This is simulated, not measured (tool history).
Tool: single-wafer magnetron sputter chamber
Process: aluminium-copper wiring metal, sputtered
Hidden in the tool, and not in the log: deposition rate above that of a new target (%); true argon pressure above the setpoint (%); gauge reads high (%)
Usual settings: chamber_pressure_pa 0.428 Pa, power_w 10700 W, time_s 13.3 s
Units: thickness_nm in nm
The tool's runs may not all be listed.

| run | hour | chamber_pressure_pa | power_w | time_s | wafers since the last listed run | wafers on the sputter target | hours since the last manometer calibration | hours since the magnet pack was replaced | hours since the gauge calibration | read-back reference wafer on the same gauge, thickness_nm | thickness_nm |
|---|---|---|---|---|---|---|---|---|---|---|---|
| 1 | 0 | 0.428 | 10700 | 13.3 | 0 | 1426 | 1379.7 | 12385.1 | 94.9 | 197.86 | 230.186 |
| 2 | 32.8 | 0.508 | 10700 | 13.3 | 1258 | 2684 | 1412.5 | 12417.9 | 127.7 | 198.05 | 214.149 |
| 3 | 48 | 0.508 | 10700 | 13.3 | 583 | 3267 | 1427.7 | 12433.1 | 142.9 | 197.984 | 211.995 |
| 4 | 67.5 | 0.301 | 10700 | 13.3 | 747 | 4015 | 1447.2 | 12452.6 | 162.4 | 198.15 | 249.556 |
|  | 78.6 | sputter target and shields replaced |
| 5 | 96.6 | 0.301 | 10700 | 13.3 | 809 | 689 | 1476.3 | 12481.7 | 191.5 | 198.088 | 255.607 |
| 6 | 122.1 | 0.301 | 10700 | 13.3 | 978 | 1667 | 1501.8 | 12507.2 | 217 | 197.805 | 252.459 |
| 7 | 157.9 | 0.428 | 10700 | 13.3 | 1373 | 3040 | 1537.6 | 12543 | 252.8 | 198.12 | 225.972 |
|  | 172.9 | sputter target and shields replaced |
| 8 | 181.5 | 0.428 | 10700 | 13.3 | 598 | 329 | 1561.2 | 12566.6 | 276.4 | 197.895 | 228.532 |
| 9 | 214.2 | 0.338 | 10700 | 13.3 | 1254 | 1584 | 1593.9 | 12599.3 | 309.1 | 197.871 | 245.494 |
| 10 | 232.7 | 0.428 | 10700 | 13.3 | 709 | 2293 | 1612.4 | 12617.8 | 327.6 | 198.093 | 225.189 |
|  | 237.6 | gauge calibrated |
| 11 | 250.9 | 0.325 | 13050 | 15.9 | 698 | 2991 | 1630.6 | 12636 | 13.3 | 198.197 | 357.54 |
|  | 275.1 | sputter target and shields replaced |
| 12 | 284.7 | 0.428 | 10700 | 15.5 | 989 | 368 | 1664.4 | 12669.8 | 47.1 | 198.08 | 264.046 |
| 13 | 315.1 | 0.428 | 10700 | 13.3 | 1166 | 1534 | 1694.8 | 12700.2 | 77.5 | 198.123 | 226.463 |
| 14 | 344.7 | 0.328 | 12950 | 15.9 | 1135 | 2670 | 1724.4 | 12729.8 | 107.1 | 197.91 | 354.778 |
|  | 368.1 | magnet pack replaced |
|  | 368.6 | capacitance manometer re-zeroed and calibrated |
|  | 392.6 | sputter target and shields replaced |
| 15 | 402 | 0.301 | 12450 | 11.5 | 1567 | 359 | 33.4 | 33.9 | 164.4 | 197.853 | 260.281 |
| 16 | 419.6 | 0.428 | 10700 | 12.1 | 675 | 1034 | 51 | 51.5 | 182 | 197.865 | 213.338 |
| 17 | 438.9 | 0.325 | 8250 | 15.4 | 740 | 1774 | 70.3 | 70.8 | 201.3 | 197.785 | 225.053 |
|  | 489.9 | sputter target and shields replaced |
| 18 | 491.8 | 0.428 | 10700 | 12.4 | 1722 | 71 | 123.2 | 123.7 | 254.2 | 197.977 | 219.421 |
| 19 | 516.7 | 0.272 | 10700 | 12.4 | 955 | 1026 | 148.1 | 148.6 | 279.1 | 197.969 | 247.553 |

Forecast each of these 4 alternatives for the next run:
| A | 517.1 | 0.428 | 10700 | 13.3 | 15 | 1041 | 148.5 | 149 | 279.5 | ? | ? |
| B | 517.1 | 0.495 | 8400 | 13.3 | 15 | 1041 | 148.5 | 149 | 279.5 | ? | ? |
| C | 517.1 | 0.292 | 8050 | 15.6 | 15 | 1041 | 148.5 | 149 | 279.5 | ? | ? |
| D | 517.1 | 0.428 | 11850 | 13.3 | 15 | 1041 | 148.5 | 149 | 279.5 | ? | ? |

| run | read-back reference wafer on the same gauge, thickness_nm | thickness_nm |
|---|---|---|
| A | 198.13 | 233.39 |
| B | 198.13 | 174.31 |
| C | 198.13 | 228.589 |
| D | 198.13 | 258.474 |
Without the tool's hidden state the same runs would have given:
| run | thickness_nm |
|---|---|
| A | 236.617 |
| B | 177.03 |
| C | 230.873 |
| D | 262.048 |

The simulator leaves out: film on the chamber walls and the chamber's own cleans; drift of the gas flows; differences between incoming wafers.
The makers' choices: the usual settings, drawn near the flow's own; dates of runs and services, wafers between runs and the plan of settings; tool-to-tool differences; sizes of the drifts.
